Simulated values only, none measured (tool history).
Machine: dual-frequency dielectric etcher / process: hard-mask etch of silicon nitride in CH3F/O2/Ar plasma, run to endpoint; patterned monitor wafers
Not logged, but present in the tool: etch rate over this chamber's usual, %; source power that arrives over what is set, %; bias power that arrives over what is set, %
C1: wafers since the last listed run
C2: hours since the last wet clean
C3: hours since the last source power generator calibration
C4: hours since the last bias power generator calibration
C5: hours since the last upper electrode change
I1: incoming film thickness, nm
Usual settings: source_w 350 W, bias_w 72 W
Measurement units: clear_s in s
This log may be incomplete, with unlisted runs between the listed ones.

run 1 hour=0.0 | source_w=310 bias_w=72 | C1=0 C2=35.8 C3=1810.6 C4=2626.8 C5=1802.1 | I1=41.35 | clear_s=68.8
run 2 hour=55.5 | source_w=310 bias_w=72 | C1=436 C2=91.3 C3=1866.1 C4=2682.3 C5=1857.6 | I1=41.66 | clear_s=68.3
run 3 hour=133.1 | source_w=350 bias_w=72 | C1=610 C2=168.9 C3=1943.7 C4=2759.9 C5=1935.2 | I1=41.55 | clear_s=64.0
run 4 hour=242.1 | source_w=330 bias_w=72 | C1=857 C2=277.9 C3=2052.7 C4=2868.9 C5=2044.2 | I1=41.58 | clear_s=65.2
run 5 hour=287.3 | source_w=330 bias_w=72 | C1=355 C2=323.1 C3=2097.9 C4=2914.1 C5=2089.4 | I1=41.54 | clear_s=65.6
-- hour=348.6 wet clean of the chamber
run 6 hour=363.3 | source_w=350 bias_w=72 | C1=409 C2=14.7 C3=2173.9 C4=2990.1 C5=2165.4 | I1=41.77 | clear_s=66.6
run 7 hour=403.0 | source_w=350 bias_w=72 | C1=312 C2=54.4 C3=2213.6 C4=3029.8 C5=2205.1 | I1=42.06 | clear_s=66.3
run 8 hour=470.6 | source_w=350 bias_w=72 | C1=532 C2=122.0 C3=2281.2 C4=3097.4 C5=2272.7 | I1=41.35 | clear_s=65.4
-- hour=495.0 source power generator calibrated
-- hour=510.4 bias power generator calibrated
run 9 hour=551.4 | source_w=280 bias_w=79 | C1=573 C2=202.8 C3=56.4 C4=41.0 C5=2353.5 | I1=41.26 | clear_s=67.3
-- hour=644.7 upper electrode replaced, of another model than before
run 10 hour=645.2 | source_w=350 bias_w=72 | C1=549 C2=296.6 C3=150.2 C4=134.8 C5=0.5 | I1=41.52 | clear_s=63.8
run 11 hour=697.3 | source_w=350 bias_w=86 | C1=410 C2=348.7 C3=202.3 C4=186.9 C5=52.6 | I1=41.44 | clear_s=55.6
run 12 hour=742.4 | source_w=350 bias_w=62 | C1=354 C2=393.8 C3=247.4 C4=232.0 C5=97.7 | I1=41.30 | clear_s=71.9
-- hour=776.0 wet clean of the chamber
run 13 hour=826.8 | source_w=310 bias_w=79 | C1=475 C2=50.8 C3=331.8 C4=316.4 C5=182.1 | I1=41.74 | clear_s=64.3
run 14 hour=871.0 | source_w=420 bias_w=72 | C1=347 C2=95.0 C3=376.0 C4=360.6 C5=226.3 | I1=41.23 | clear_s=61.4
run 15 hour=943.1 | source_w=350 bias_w=72 | C1=567 C2=167.1 C3=448.1 C4=432.7 C5=298.4 | I1=41.71 | clear_s=65.2
run 16 hour=1001.2 | source_w=380 bias_w=80 | C1=457 C2=225.2 C3=506.2 C4=490.8 C5=356.5 | I1=41.72 | clear_s=58.2
run 17 hour=1049.6 | source_w=260 bias_w=58 | C1=380 C2=273.6 C3=554.6 C4=539.2 C5=404.9 | I1=41.57 | clear_s=86.9

5 ways to go on from here, each from the tool as it stands after run 17. What would each give?
run A hour=1050.0 | source_w=350 bias_w=84 | C1=3 C2=274.0 C3=555.0 C4=539.6 C5=405.3 | I1=41.69 | clear_s=?
run B hour=1050.0 | source_w=350 bias_w=80 | C1=3 C2=274.0 C3=555.0 C4=539.6 C5=405.3 | I1=41.69 | clear_s=?
run C hour=1050.0 | source_w=280 bias_w=85 | C1=3 C2=274.0 C3=555.0 C4=539.6 C5=405.3 | I1=41.69 | clear_s=?
run D hour=1050.0 | source_w=410 bias_w=82 | C1=3 C2=274.0 C3=555.0 C4=539.6 C5=405.3 | I1=41.69 | clear_s=?
run E hour=1050.0 | source_w=350 bias_w=87 | C1=3 C2=274.0 C3=555.0 C4=539.6 C5=405.3 | I1=41.69 | clear_s=?

run=A clear_s=57.2
run=B clear_s=59.3
run=C clear_s=60.9
run=D clear_s=55.2
run=E clear_s=55.8
With the hidden condition removed and each run's random variation left untouched, the same runs would have given:
run=A clear_s=58.5
run=B clear_s=60.7
run=C clear_s=62.4
run=D clear_s=56.5
run=E clear_s=57.1
